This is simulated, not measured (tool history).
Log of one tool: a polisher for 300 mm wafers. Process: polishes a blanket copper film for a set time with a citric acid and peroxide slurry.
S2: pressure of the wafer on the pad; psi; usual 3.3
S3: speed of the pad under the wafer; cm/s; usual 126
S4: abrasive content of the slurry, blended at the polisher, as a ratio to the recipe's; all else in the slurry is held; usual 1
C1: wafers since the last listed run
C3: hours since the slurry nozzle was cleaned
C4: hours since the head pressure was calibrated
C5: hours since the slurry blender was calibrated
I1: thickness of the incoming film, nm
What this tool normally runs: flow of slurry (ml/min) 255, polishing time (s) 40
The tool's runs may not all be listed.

Run 1, hour 0: usual settings but polishing time (s) 50; C1 0; wafers polished on this pad 1671; C3 609.2; C4 493.2; C5 169.5; I1 672.5. Result: film removed (nm) 179.4.
At hour 82.6: worn pad replaced by a new one.
At hour 193.7: slurry nozzle cleaned.
Run 2, hour 231.3: usual settings but polishing time (s) 50; C1 2437; wafers polished on this pad 1590; C3 37.6; C4 724.5; C5 400.8; I1 657.2. Result: film removed (nm) 174.1.
At hour 253.7: head pressure recalibrated.
Run 3, hour 294.4: usual settings but polishing time (s) 50; C1 658; wafers polished on this pad 2249; C3 100.7; C4 40.7; C5 463.9; I1 683.7. Result: film removed (nm) 168.5.
At hour 307.4: slurry blender recalibrated.
At hour 380.8: worn pad replaced by a new one.
Run 4, hour 390.1: usual settings but S2 2.8 psi, S4 1.1; C1 966; wafers polished on this pad 100; C3 196.4; C4 136.4; C5 82.7; I1 663.2. Result: film removed (nm) 125.3.
Run 5, hour 495.7: usual settings but S2 2.8 psi, S4 1.1; C1 1137; wafers polished on this pad 1237; C3 302; C4 242; C5 188.3; I1 667.8. Result: film removed (nm) 124.2.
Run 6, hour 536.3: usual settings; C1 437; wafers polished on this pad 1675; C3 342.6; C4 282.6; C5 228.9; I1 669. Result: film removed (nm) 142.7.
Run 7, hour 584: usual settings; C1 513; wafers polished on this pad 2189; C3 390.3; C4 330.3; C5 276.6; I1 671.5. Result: film removed (nm) 142.8.
At hour 609.2: worn pad replaced by a new one.
Run 8, hour 663.6: usual settings; C1 814; wafers polished on this pad 585; C3 469.9; C4 409.9; C5 356.2; I1 669.1. Result: film removed (nm) 139.1.
At hour 745.6: slurry blender recalibrated.
Run 9, hour 750.5: usual settings but flow of slurry (ml/min) 215, S2 4.3 psi, S3 88 cm/s, S4 1.25; C1 914; wafers polished on this pad 1500; C3 556.8; C4 496.8; C5 4.9; I1 677.8. Result: film removed (nm) 133.4.
Run 10, hour 828.4: usual settings but S2 2.1 psi, S4 0.9; C1 839; wafers polished on this pad 2339; C3 634.7; C4 574.7; C5 82.8; I1 673.8. Result: film removed (nm) 91.2.
At hour 866.9: worn pad replaced by a new one.
Run 11, hour 880.4: usual settings but polishing time (s) 50; C1 517; wafers polished on this pad 145; C3 686.7; C4 626.7; C5 134.8; I1 667.8. Result: film removed (nm) 179.7.
Run 12, hour 958.8: usual settings but S2 2.6 psi, polishing time (s) 45; C1 844; wafers polished on this pad 990; C3 765.1; C4 705.1; C5 213.2; I1 664.1. Result: film removed (nm) 127.9.
At hour 964.2: head pressure recalibrated.
At hour 969: slurry nozzle cleaned.
Run 13, hour 1044.9: usual settings but flow of slurry (ml/min) 180, S2 2.2 psi, polishing time (s) 45; C1 895; wafers polished on this pad 1885; C3 75.9; C4 80.7; C5 299.3; I1 664.9. Result: film removed (nm) 102.6.
Run 14, hour 1104.8: usual settings but flow of slurry (ml/min) 305, S3 158 cm/s; C1 645; wafers polished on this pad 2530; C3 135.8; C4 140.6; C5 359.2; I1 654.7. Result: film removed (nm) 175.9.
At hour 1137.2: slurry blender recalibrated.
At hour 1147.7: worn pad replaced by a new one.
Run 15, hour 1203: usual settings but flow of slurry (ml/min) 205, S2 3.8 psi, S4 0.75, polishing time (s) 36; C1 993; wafers polished on this pad 596; C3 234; C4 238.8; C5 65.8; I1 669.8. Result: film removed (nm) 140.2.
Run 16, hour 1246.9: usual settings but S3 166 cm/s; C1 472; wafers polished on this pad 1069; C3 277.9; C4 282.7; C5 109.7; I1 676.2. Result: film removed (nm) 187.3.
Run 17, hour 1306.1: usual settings but S2 3.7 psi, S3 86 cm/s, S4 0.75, polishing time (s) 33; C1 637; wafers polished on this pad 1706; C3 337.1; C4 341.9; C5 168.9; I1 667.4. Result: film removed (nm) 87.7.

Below are 4 alternative next runs, each starting from the tool's condition after run 17. Predict each:
Run A, hour 1306.5: usual settings; C1 4; wafers polished on this pad 1711; C3 337.5; C4 342.3; C5 169.3; I1 672. Result: film removed (nm) ?.
Run B, hour 1306.5: usual settings but flow of slurry (ml/min) 210, S3 90 cm/s, S4 0.75, polishing time (s) 32; C1 4; wafers polished on this pad 1711; C3 337.5; C4 342.3; C5 169.3; I1 672. Result: film removed (nm) ?.
Run C, hour 1306.5: usual settings but S2 3.8 psi; C1 4; wafers polished on this pad 1711; C3 337.5; C4 342.3; C5 169.3; I1 672. Result: film removed (nm) ?.
Run D, hour 1306.5: usual settings but S3 144 cm/s; C1 4; wafers polished on this pad 1711; C3 337.5; C4 342.3; C5 169.3; I1 672. Result: film removed (nm) ?.

run  film removed (nm)
  A              142.1
  B               77.9
  C              163.3
  D              161.3
With the hidden condition removed and each run's random variation left untouched, the same runs would have given:
run  film removed (nm)
  A              144.7
  B               79.3
  C              166.2
  D              164.2

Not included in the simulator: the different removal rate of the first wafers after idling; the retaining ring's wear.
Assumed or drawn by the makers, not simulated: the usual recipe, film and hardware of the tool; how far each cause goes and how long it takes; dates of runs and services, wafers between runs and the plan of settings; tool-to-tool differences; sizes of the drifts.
